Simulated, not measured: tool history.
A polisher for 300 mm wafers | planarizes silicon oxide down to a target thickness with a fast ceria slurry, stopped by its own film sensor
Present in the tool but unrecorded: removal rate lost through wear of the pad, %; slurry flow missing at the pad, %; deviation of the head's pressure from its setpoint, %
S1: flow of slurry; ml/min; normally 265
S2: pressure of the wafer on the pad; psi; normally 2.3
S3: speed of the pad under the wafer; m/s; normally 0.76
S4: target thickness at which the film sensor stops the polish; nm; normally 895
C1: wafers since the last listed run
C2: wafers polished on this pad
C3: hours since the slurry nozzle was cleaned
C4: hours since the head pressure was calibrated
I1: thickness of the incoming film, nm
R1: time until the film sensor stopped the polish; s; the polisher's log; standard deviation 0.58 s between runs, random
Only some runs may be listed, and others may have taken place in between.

run,hour,S1,S2,S3,S4,C1,C2,C3,C4,I1,R1
1,0,265,2.3,0.76,895,0,1131,285.9,89.7,1615.4,61.1
2,45.3,265,2.3,0.76,895,318,1450,331.2,135,1635.1,64
3,81.3,265,2.3,0.76,895,253,1703,367.2,171,1663.5,67.4
# hour 145: worn pad replaced by a new one
4,148.6,265,2.3,0.76,895,444,25,434.5,238.3,1642.6,61.8
5,178,265,2.3,0.76,895,206,232,463.9,267.7,1639.5,61.7
# hour 189.9: slurry nozzle cleaned
6,242.3,265,2.3,0.76,895,444,676,52.4,332,1628.8,62
7,296.7,265,2.3,0.62,895,382,1059,106.8,386.4,1643.2,79.2
8,355.7,265,2.3,0.62,895,414,1474,165.8,445.4,1654.5,80.8
9,391.2,265,2.3,0.6,895,249,1723,201.3,480.9,1609.4,78
10,421.7,265,2.3,0.6,895,214,1938,231.8,511.4,1634.1,82.1
11,451.3,265,2.3,0.76,895,208,2146,261.4,541,1633.8,64.6
# hour 496.4: worn pad replaced by a new one
12,510.2,290,2.3,0.76,895,385,96,320.3,599.9,1640.2,59.4
13,555.7,265,2.3,0.76,1008,319,416,365.8,645.4,1657.8,53.4
14,606.1,265,2.9,0.76,895,354,771,416.2,695.8,1635.6,48.6
# hour 628.3: slurry nozzle cleaned
15,651.5,320,2.3,0.76,895,312,1083,23.2,741.2,1673.8,64.6
16,701.1,265,2.3,0.76,895,348,1431,72.8,790.8,1628.8,62.8
# hour 861.2: worn pad replaced by a new one
17,873.4,265,2.8,0.56,895,1183,85,245.1,963.1,1648,65.7
18,910,265,2.9,0.76,895,257,343,281.7,999.7,1660.6,47.8
19,935.9,265,2.5,0.76,1143,182,525,307.6,1025.6,1650.8,36.8
20,999.8,290,2.3,0.86,895,449,974,371.5,1089.5,1626.5,51.3
21,1061.3,265,2.3,0.76,895,432,1406,433,1151,1650.5,60.7
# hour 1083.7: slurry nozzle cleaned
22,1123.3,265,2.5,0.76,895,428,1835,39.6,1213,1637.2,54.7
23,1156.1,265,2.3,0.76,895,230,2066,72.4,1245.8,1658.6,62.4
24,1213.8,265,3,0.76,895,405,2471,130.1,1303.5,1630.7,45.2
# hour 1230.3: worn pad replaced by a new one
# hour 1281.7: head pressure recalibrated
25,1367.4,360,1.8,0.76,895,1037,949,283.7,85.7,1646,80.8
26,1423.6,355,2.5,0.98,1034,395,1344,339.9,141.9,1644.4,37.2
27,1463.8,265,2.3,0.76,895,282,1627,380.1,182.1,1656.2,66.7
28,1498.8,265,1.6,0.76,648,246,1873,415.1,217.1,1644.6,128.1
29,1546.1,330,2.7,0.98,815,332,2205,462.4,264.4,1643.1,47.2
# hour 1570.3: slurry nozzle cleaned
# hour 1582.5: worn pad replaced by a new one
30,1610.7,265,3.1,0.5,707,418,198,40.4,329,1654.1,89.3
31,1693.1,265,2.3,0.6,895,579,777,122.8,411.4,1644.1,81.2

Results for each run, recomputed without the tool's hidden state and with each run's random variation untouched:
run,R1
1,58.2
2,60.5
3,63.3
4,60.5
5,60.1
6,59.6
7,75.5
8,76.3
9,73.2
10,76.7
11,60
12,59.2
13,52.9
14,47.8
15,63.2
16,61
17,67.9
18,49.3
19,37.8
20,52.3
21,61.6
22,55.2
23,62.8
24,45.3
25,76.3
26,34.8
27,61.9
28,118
29,43
30,86.8
31,77.9

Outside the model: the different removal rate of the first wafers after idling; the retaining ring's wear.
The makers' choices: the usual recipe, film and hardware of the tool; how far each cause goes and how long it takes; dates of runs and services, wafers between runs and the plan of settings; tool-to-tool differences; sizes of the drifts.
